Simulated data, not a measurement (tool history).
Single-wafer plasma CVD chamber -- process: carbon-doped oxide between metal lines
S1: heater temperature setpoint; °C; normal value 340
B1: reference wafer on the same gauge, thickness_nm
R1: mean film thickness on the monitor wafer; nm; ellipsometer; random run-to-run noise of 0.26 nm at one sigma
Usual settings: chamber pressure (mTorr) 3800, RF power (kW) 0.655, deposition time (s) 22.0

run 1 hour=0.0 | S1=340 chamber_pressure_(mTorr)=3800 RF_power_(kW)=0.655 deposition_time_(s)=22.0 | B1=116.998 | R1=122.391
run 2 hour=10.8 | S1=340 chamber_pressure_(mTorr)=3800 RF_power_(kW)=0.655 deposition_time_(s)=22.0 | B1=117.014 | R1=121.825
run 3 hour=37.5 | S1=340 chamber_pressure_(mTorr)=3800 RF_power_(kW)=0.655 deposition_time_(s)=22.0 | B1=116.967 | R1=121.911
run 4 hour=43.6 | S1=340 chamber_pressure_(mTorr)=3800 RF_power_(kW)=0.655 deposition_time_(s)=22.0 | B1=116.956 | R1=122.182
run 5 hour=82.6 | S1=340 chamber_pressure_(mTorr)=3800 RF_power_(kW)=0.655 deposition_time_(s)=22.0 | B1=116.999 | R1=121.911
-- hour=105.3 capacitance manometer re-zeroed and calibrated
run 6 hour=105.8 | S1=340 chamber_pressure_(mTorr)=3800 RF_power_(kW)=0.655 deposition_time_(s)=22.0 | B1=117.009 | R1=121.673
run 7 hour=110.6 | S1=340 chamber_pressure_(mTorr)=3800 RF_power_(kW)=0.655 deposition_time_(s)=22.0 | B1=116.993 | R1=121.442
-- hour=120.0 RF generator calibrated
run 8 hour=120.5 | S1=340 chamber_pressure_(mTorr)=3800 RF_power_(kW)=0.655 deposition_time_(s)=22.0 | B1=117.046 | R1=129.051
run 9 hour=126.3 | S1=340 chamber_pressure_(mTorr)=3800 RF_power_(kW)=0.655 deposition_time_(s)=22.0 | B1=116.968 | R1=128.985
run 10 hour=133.1 | S1=340 chamber_pressure_(mTorr)=3800 RF_power_(kW)=0.655 deposition_time_(s)=22.0 | B1=117.030 | R1=128.105
-- hour=142.6 gauge calibrated
run 11 hour=144.4 | S1=340 chamber_pressure_(mTorr)=3800 RF_power_(kW)=0.735 deposition_time_(s)=22.0 | B1=117.026 | R1=142.519
run 12 hour=152.8 | S1=340 chamber_pressure_(mTorr)=3800 RF_power_(kW)=0.655 deposition_time_(s)=22.0 | B1=117.028 | R1=128.703
run 13 hour=167.9 | S1=340 chamber_pressure_(mTorr)=3800 RF_power_(kW)=0.655 deposition_time_(s)=22.0 | B1=116.939 | R1=128.679
run 14 hour=174.8 | S1=340 chamber_pressure_(mTorr)=3800 RF_power_(kW)=0.780 deposition_time_(s)=22.0 | B1=116.989 | R1=149.862
run 15 hour=188.8 | S1=340 chamber_pressure_(mTorr)=3030 RF_power_(kW)=0.615 deposition_time_(s)=22.0 | B1=116.977 | R1=118.715
-- hour=199.4 showerhead replaced
run 16 hour=206.8 | S1=348 chamber_pressure_(mTorr)=3800 RF_power_(kW)=0.655 deposition_time_(s)=20.5 | B1=117.021 | R1=116.707
run 17 hour=215.9 | S1=355 chamber_pressure_(mTorr)=4680 RF_power_(kW)=0.655 deposition_time_(s)=22.0 | B1=117.014 | R1=126.023
-- hour=232.6 thermocouple changed; heater temperature recalibrated
run 18 hour=233.1 | S1=351 chamber_pressure_(mTorr)=4310 RF_power_(kW)=0.585 deposition_time_(s)=22.0 | B1=117.006 | R1=113.822
run 19 hour=242.1 | S1=340 chamber_pressure_(mTorr)=3800 RF_power_(kW)=0.655 deposition_time_(s)=22.0 | B1=117.019 | R1=128.935
run 20 hour=251.8 | S1=340 chamber_pressure_(mTorr)=4230 RF_power_(kW)=0.655 deposition_time_(s)=25.6 | B1=116.986 | R1=151.483
run 21 hour=262.4 | S1=340 chamber_pressure_(mTorr)=3800 RF_power_(kW)=0.655 deposition_time_(s)=22.0 | B1=117.002 | R1=128.514
run 22 hour=278.3 | S1=333 chamber_pressure_(mTorr)=4530 RF_power_(kW)=0.690 deposition_time_(s)=22.0 | B1=117.008 | R1=142.446
run 23 hour=287.4 | S1=340 chamber_pressure_(mTorr)=2900 RF_power_(kW)=0.555 deposition_time_(s)=22.0 | B1=117.033 | R1=106.530
run 24 hour=300.0 | S1=340 chamber_pressure_(mTorr)=3800 RF_power_(kW)=0.655 deposition_time_(s)=22.0 | B1=116.961 | R1=128.556
run 25 hour=317.3 | S1=352 chamber_pressure_(mTorr)=4300 RF_power_(kW)=0.550 deposition_time_(s)=24.2 | B1=116.964 | R1=116.031
run 26 hour=334.9 | S1=333 chamber_pressure_(mTorr)=3800 RF_power_(kW)=0.560 deposition_time_(s)=18.9 | B1=116.980 | R1=97.751

Alternative continuations, all from the tool just after run 26; predict every row:
run A hour=335.3 | S1=340 chamber_pressure_(mTorr)=3800 RF_power_(kW)=0.695 deposition_time_(s)=22.0 | B1=? | R1=?
run B hour=335.3 | S1=351 chamber_pressure_(mTorr)=3800 RF_power_(kW)=0.605 deposition_time_(s)=22.0 | B1=? | R1=?
run C hour=335.3 | S1=354 chamber_pressure_(mTorr)=4630 RF_power_(kW)=0.525 deposition_time_(s)=24.5 | B1=? | R1=?
run D hour=335.3 | S1=354 chamber_pressure_(mTorr)=3550 RF_power_(kW)=0.545 deposition_time_(s)=22.0 | B1=? | R1=?
run E hour=335.3 | S1=325 chamber_pressure_(mTorr)=3080 RF_power_(kW)=0.655 deposition_time_(s)=23.5 | B1=? | R1=?

run=A B1=117.008 R1=135.919
run=B B1=117.008 R1=115.261
run=C B1=117.008 R1=112.434
run=D B1=117.008 R1=101.876
run=E B1=117.008 R1=142.715
Take away the tool's hidden state, keep each run's random variation, and the runs would have read:
run=A R1=136.583
run=B R1=115.837
run=C R1=113.022
run=D R1=102.409
run=E R1=143.413
